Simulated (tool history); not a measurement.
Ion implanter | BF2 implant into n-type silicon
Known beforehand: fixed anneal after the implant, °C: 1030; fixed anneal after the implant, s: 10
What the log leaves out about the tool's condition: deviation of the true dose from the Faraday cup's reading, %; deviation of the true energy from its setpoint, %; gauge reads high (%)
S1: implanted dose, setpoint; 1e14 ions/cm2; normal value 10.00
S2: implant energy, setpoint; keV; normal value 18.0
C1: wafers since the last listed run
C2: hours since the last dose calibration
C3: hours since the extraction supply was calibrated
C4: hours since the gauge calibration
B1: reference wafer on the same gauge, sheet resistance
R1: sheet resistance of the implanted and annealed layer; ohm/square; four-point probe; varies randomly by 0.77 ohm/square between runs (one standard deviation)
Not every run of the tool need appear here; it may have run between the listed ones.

run 1 hour=0.0 | S1=11.59 S2=14.0 | C1=0 C2=639.6 C3=4751.3 C4=96.1 | B1=191.86 | R1=211.15
run 2 hour=14.2 | S1=10.00 S2=18.0 | C1=360 C2=653.8 C3=4765.5 C4=110.3 | B1=192.21 | R1=199.47
run 3 hour=38.0 | S1=10.93 S2=21.5 | C1=604 C2=677.6 C3=4789.3 C4=134.1 | B1=191.96 | R1=181.53
run 4 hour=57.0 | S1=10.93 S2=21.5 | C1=482 C2=696.6 C3=4808.3 C4=153.1 | B1=191.82 | R1=182.13
run 5 hour=82.0 | S1=10.93 S2=21.5 | C1=634 C2=721.6 C3=4833.3 C4=178.1 | B1=191.86 | R1=181.28
run 6 hour=97.7 | S1=12.08 S2=18.0 | C1=398 C2=737.3 C3=4849.0 C4=193.8 | B1=192.25 | R1=189.35
run 7 hour=133.6 | S1=12.08 S2=18.0 | C1=911 C2=773.2 C3=4884.9 C4=229.7 | B1=191.86 | R1=188.44
-- hour=164.8 Faraday cup replaced and dose calibrated
run 8 hour=167.9 | S1=10.00 S2=18.0 | C1=667 C2=3.1 C3=4919.2 C4=264.0 | B1=192.11 | R1=200.48
-- hour=193.2 gauge calibrated
run 9 hour=203.7 | S1=8.94 S2=15.5 | C1=909 C2=38.9 C3=4955.0 C4=10.5 | B1=192.32 | R1=220.15
run 10 hour=223.8 | S1=10.93 S2=21.5 | C1=510 C2=59.0 C3=4975.1 C4=30.6 | B1=192.22 | R1=181.92
run 11 hour=252.4 | S1=10.00 S2=18.0 | C1=726 C2=87.6 C3=5003.7 C4=59.2 | B1=191.92 | R1=200.11
run 12 hour=274.7 | S1=7.81 S2=24.0 | C1=566 C2=109.9 C3=5026.0 C4=81.5 | B1=192.43 | R1=201.17
run 13 hour=291.8 | S1=10.00 S2=14.0 | C1=434 C2=127.0 C3=5043.1 C4=98.6 | B1=191.82 | R1=218.68
-- hour=314.5 extraction supply calibrated
run 14 hour=342.5 | S1=10.00 S2=23.0 | C1=1084 C2=177.7 C3=28.0 C4=149.3 | B1=192.06 | R1=182.45
run 15 hour=361.8 | S1=10.00 S2=18.0 | C1=490 C2=197.0 C3=47.3 C4=168.6 | B1=191.81 | R1=199.07
run 16 hour=391.7 | S1=11.29 S2=18.0 | C1=759 C2=226.9 C3=77.2 C4=198.5 | B1=192.00 | R1=193.72
run 17 hour=413.7 | S1=12.67 S2=22.5 | C1=558 C2=248.9 C3=99.2 C4=220.5 | B1=192.25 | R1=169.84

What the log doesn't show, run by run:
deviation of the true dose from the Faraday cup's reading, %: 0 across all the runs
deviation of the true energy from its setpoint, %: 0 across all the runs
gauge reads high (%): 0 across all the runs

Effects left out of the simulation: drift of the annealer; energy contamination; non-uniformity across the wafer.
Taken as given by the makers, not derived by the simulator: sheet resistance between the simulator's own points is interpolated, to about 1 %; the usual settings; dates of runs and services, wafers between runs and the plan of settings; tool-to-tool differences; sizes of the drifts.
